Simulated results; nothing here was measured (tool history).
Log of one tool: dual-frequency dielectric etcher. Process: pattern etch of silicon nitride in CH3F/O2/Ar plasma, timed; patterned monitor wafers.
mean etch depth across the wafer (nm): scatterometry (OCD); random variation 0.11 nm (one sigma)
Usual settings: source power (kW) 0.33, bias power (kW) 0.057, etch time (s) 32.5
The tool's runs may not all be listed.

| run | day | source power (kW) | bias power (kW) | etch time (s) | wafers since the last listed run | hours since the last wet clean | hours since the last source power generator calibration | hours since the last bias power generator calibration | hours since the last upper electrode change | hours since the gauge calibration | read-back reference wafer on the same gauge, depth_nm | mean etch depth across the wafer (nm) |
|---|---|---|---|---|---|---|---|---|---|---|---|---|
| 1 | 0 | 0.33 | 0.057 | 32.5 | 0 | 171.1 | 3142.9 | 1679.8 | 3977.4 | 126.5 | 17.54 | 18.81 |
| 2 | 1.492 | 0.33 | 0.057 | 32.5 | 701 | 206.9 | 3178.7 | 1715.6 | 4013.2 | 162.3 | 17.5 | 19.13 |
|  | 2.283 | gauge calibrated |
| 3 | 2.483 | 0.33 | 0.057 | 32.5 | 466 | 230.7 | 3202.5 | 1739.4 | 4037 | 4.8 | 17.52 | 19.25 |
| 4 | 3.025 | 0.33 | 0.057 | 40 | 254 | 243.7 | 3215.5 | 1752.4 | 4050 | 17.8 | 17.49 | 23.66 |
| 5 | 4.492 | 0.33 | 0.057 | 40 | 690 | 278.9 | 3250.7 | 1787.6 | 4085.2 | 53 | 17.52 | 23.83 |
| 6 | 5.704 | 0.33 | 0.057 | 32.5 | 570 | 308 | 3279.8 | 1816.7 | 4114.3 | 82.1 | 17.5 | 19.22 |
|  | 7.2 | upper electrode replaced |
| 7 | 7.221 | 0.33 | 0.063 | 36 | 243 | 344.4 | 3316.2 | 1853.1 | 0.5 | 118.5 | 17.51 | 22.58 |
|  | 8.617 | bias power generator calibrated |
| 8 | 8.929 | 0.33 | 0.057 | 32.5 | 725 | 385.4 | 3357.2 | 7.5 | 41.5 | 159.5 | 17.5 | 19.41 |
| 9 | 9.508 | 0.29 | 0.071 | 26 | 272 | 399.3 | 3371.1 | 21.4 | 55.4 | 173.4 | 17.52 | 16.41 |
|  | 10.329 | source power generator calibrated |
| 10 | 10.683 | 0.33 | 0.045 | 32.5 | 474 | 427.5 | 8.5 | 49.6 | 83.6 | 201.6 | 17.51 | 17.95 |
|  | 10.738 | gauge calibrated |
|  | 11.712 | wet clean of the chamber |
| 11 | 11.733 | 0.38 | 0.057 | 36 | 23 | 0.5 | 33.7 | 74.8 | 108.8 | 23.9 | 17.5 | 21.78 |
| 12 | 12.5 | 0.38 | 0.069 | 40.5 | 360 | 18.9 | 52.1 | 93.2 | 127.2 | 42.3 | 17.48 | 26.41 |
| 13 | 13.638 | 0.33 | 0.057 | 32.5 | 535 | 46.2 | 79.4 | 120.5 | 154.5 | 69.6 | 17.49 | 18.81 |
| 14 | 15.054 | 0.4 | 0.044 | 24 | 666 | 80.2 | 113.4 | 154.5 | 188.5 | 103.6 | 17.52 | 13.56 |

The tool's hidden state at each run:
source power that arrives over what is set, %: 0 in every run
bias power that arrives over what is set, %: 0 in every run
gauge reads high (%): 0 in every run
H1: etch rate over this chamber's usual, %
| run | H1 |
|---|---|
| 1 | 1.37 |
| 2 | 1.8 |
| 3 | 2.09 |
| 4 | 2.24 |
| 5 | 2.67 |
| 6 | 3.02 |
| 7 | 3.46 |
| 8 | 3.95 |
| 9 | 4.12 |
| 10 | 4.46 |
| 11 | -0.644 |
| 12 | -0.422 |
| 13 | -0.0923 |
| 14 | 0.318 |
